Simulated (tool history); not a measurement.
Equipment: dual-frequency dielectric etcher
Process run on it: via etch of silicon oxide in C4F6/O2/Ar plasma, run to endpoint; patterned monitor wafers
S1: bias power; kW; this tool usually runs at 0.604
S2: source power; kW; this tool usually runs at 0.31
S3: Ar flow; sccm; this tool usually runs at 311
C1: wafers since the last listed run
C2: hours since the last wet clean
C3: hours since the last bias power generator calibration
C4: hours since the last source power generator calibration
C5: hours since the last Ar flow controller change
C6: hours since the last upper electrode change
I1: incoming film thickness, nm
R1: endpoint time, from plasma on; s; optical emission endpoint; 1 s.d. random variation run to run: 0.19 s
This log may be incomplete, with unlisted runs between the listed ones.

Run 1, hour 0: usual settings; C1 0; C2 423.8; C3 3110.9; C4 2310.2; C5 3586.5; C6 3825.1; I1 111.3. Result: R1 22.5 s.
Run 2, hour 16.2: usual settings; C1 252; C2 440; C3 3127.1; C4 2326.4; C5 3602.7; C6 3841.3; I1 109.9. Result: R1 22.4 s.
Run 3, hour 33.2: usual settings; C1 265; C2 457; C3 3144.1; C4 2343.4; C5 3619.7; C6 3858.3; I1 110.1. Result: R1 22.5 s.
Run 4, hour 43.5: usual settings but S1 0.708 kW; C1 160; C2 467.3; C3 3154.4; C4 2353.7; C5 3630; C6 3868.6; I1 110. Result: R1 20.9 s.
Run 5, hour 52.3: usual settings but S2 0.25 kW; C1 137; C2 476.1; C3 3163.2; C4 2362.5; C5 3638.8; C6 3877.4; I1 109. Result: R1 23.5 s.
Run 6, hour 66.3: usual settings; C1 218; C2 490.1; C3 3177.2; C4 2376.5; C5 3652.8; C6 3891.4; I1 108.3. Result: R1 22.2 s.
Run 7, hour 83.2: usual settings but S1 0.466 kW; C1 263; C2 507; C3 3194.1; C4 2393.4; C5 3669.7; C6 3908.3; I1 110.6. Result: R1 25.3 s.
At hour 120.9: upper electrode replaced, of another model than before.
Run 8, hour 121.4: usual settings but S3 345 sccm; C1 221; C2 545.2; C3 3232.3; C4 2431.6; C5 3707.9; C6 0.5; I1 109.4. Result: R1 23 s.
Run 9, hour 121.7: usual settings but S1 0.533 kW, S2 0.39 kW, S3 244 sccm; C1 4; C2 545.5; C3 3232.6; C4 2431.9; C5 3708.2; C6 0.8; I1 110.4. Result: R1 21.8 s.
At hour 153.2: wet clean of the chamber.
Run 10, hour 153.7: usual settings but S1 0.755 kW, S3 244 sccm; C1 124; C2 0.5; C3 3264.6; C4 2463.9; C5 3740.2; C6 32.8; I1 109.5. Result: R1 17.5 s.
Run 11, hour 154: usual settings but S1 0.742 kW, S2 0.29 kW; C1 4; C2 0.8; C3 3264.9; C4 2464.2; C5 3740.5; C6 33.1; I1 110.7. Result: R1 19.2 s.
Run 12, hour 164.5: usual settings but S1 0.724 kW, S3 386 sccm; C1 163; C2 11.3; C3 3275.4; C4 2474.7; C5 3751; C6 43.6; I1 110.8. Result: R1 19 s.
Run 13, hour 172.2: usual settings; C1 120; C2 19; C3 3283.1; C4 2482.4; C5 3758.7; C6 51.3; I1 110. Result: R1 21.6 s.
Run 14, hour 182.9: usual settings but S1 0.555 kW, S3 359 sccm; C1 167; C2 29.7; C3 3293.8; C4 2493.1; C5 3769.4; C6 62; I1 109.7. Result: R1 23.4 s.
Run 15, hour 200.1: usual settings but S2 0.29 kW; C1 268; C2 46.9; C3 3311; C4 2510.3; C5 3786.6; C6 79.2; I1 110.4. Result: R1 22.7 s.
At hour 213: Ar flow controller replaced.
Run 16, hour 213.5: usual settings; C1 115; C2 60.3; C3 3324.4; C4 2523.7; C5 0.5; C6 92.6; I1 110.4. Result: R1 21.7 s.
Run 17, hour 221.9: usual settings but S1 0.664 kW; C1 131; C2 68.7; C3 3332.8; C4 2532.1; C5 8.9; C6 101; I1 110.4. Result: R1 20.1 s.
At hour 228.9: source power generator calibrated.
Run 18, hour 236.4: usual settings; C1 163; C2 83.2; C3 3347.3; C4 7.5; C5 23.4; C6 115.5; I1 109.6. Result: R1 21.9 s.
At hour 250.5: bias power generator calibrated.
Run 19, hour 250.9: usual settings but S2 0.28 kW, S3 365 sccm; C1 163; C2 97.7; C3 0.4; C4 22; C5 37.9; C6 130; I1 110.4. Result: R1 23.5 s.
Run 20, hour 258.8: usual settings; C1 123; C2 105.6; C3 8.3; C4 29.9; C5 45.8; C6 137.9; I1 110.2. Result: R1 21.6 s.
Run 21, hour 274.9: usual settings but S1 0.461 kW; C1 251; C2 121.7; C3 24.4; C4 46; C5 61.9; C6 154; I1 110.6. Result: R1 27.5 s.
Run 22, hour 283: usual settings but S1 0.68 kW; C1 126; C2 129.8; C3 32.5; C4 54.1; C5 70; C6 162.1; I1 109. Result: R1 19.9 s.
Run 23, hour 301.6: usual settings but S1 0.706 kW, S2 0.28 kW, S3 372 sccm; C1 290; C2 148.4; C3 51.1; C4 72.7; C5 88.6; C6 180.7; I1 109.9. Result: R1 21 s.
Run 24, hour 316.7: usual settings; C1 235; C2 163.5; C3 66.2; C4 87.8; C5 103.7; C6 195.8; I1 109.2. Result: R1 21.5 s.
Run 25, hour 333.3: usual settings but S1 0.677 kW, S2 0.39 kW; C1 259; C2 180.1; C3 82.8; C4 104.4; C5 120.3; C6 212.4; I1 109.2. Result: R1 17.6 s.
Run 26, hour 350.6: usual settings but S1 0.731 kW, S3 384 sccm; C1 270; C2 197.4; C3 100.1; C4 121.7; C5 137.6; C6 229.7; I1 109. Result: R1 19.3 s.
Run 27, hour 363.6: usual settings; C1 202; C2 210.4; C3 113.1; C4 134.7; C5 150.6; C6 242.7; I1 110.9. Result: R1 22 s.
Run 28, hour 381.1: usual settings; C1 273; C2 227.9; C3 130.6; C4 152.2; C5 168.1; C6 260.2; I1 109.5. Result: R1 21.6 s.
Run 29, hour 392.9: usual settings but S1 0.548 kW; C1 184; C2 239.7; C3 142.4; C4 164; C5 179.9; C6 272; I1 111.5. Result: R1 23.9 s.

Here are 4 independent what-if runs from the current tool condition. What would each one return?
Run A, hour 393.3: usual settings but S3 384 sccm; C1 6; C2 240.1; C3 142.8; C4 164.4; C5 180.3; C6 272.4; I1 109.8. Result: R1 ?.
Run B, hour 393.3: usual settings but S2 0.37 kW, S3 341 sccm; C1 6; C2 240.1; C3 142.8; C4 164.4; C5 180.3; C6 272.4; I1 109.8. Result: R1 ?.
Run C, hour 393.3: usual settings but S2 0.36 kW; C1 6; C2 240.1; C3 142.8; C4 164.4; C5 180.3; C6 272.4; I1 109.8. Result: R1 ?.
Run D, hour 393.3: usual settings but S1 0.561 kW, S2 0.23 kW, S3 352 sccm; C1 6; C2 240.1; C3 142.8; C4 164.4; C5 180.3; C6 272.4; I1 109.8. Result: R1 ?.

run    R1
  A  22.2
  B    20
  C  20.1
  D  27.6
With the hidden condition removed and each run's random variation left untouched, the same runs would have given:
run    R1
  A    22
  B  19.8
  C  19.9
  D  27.3

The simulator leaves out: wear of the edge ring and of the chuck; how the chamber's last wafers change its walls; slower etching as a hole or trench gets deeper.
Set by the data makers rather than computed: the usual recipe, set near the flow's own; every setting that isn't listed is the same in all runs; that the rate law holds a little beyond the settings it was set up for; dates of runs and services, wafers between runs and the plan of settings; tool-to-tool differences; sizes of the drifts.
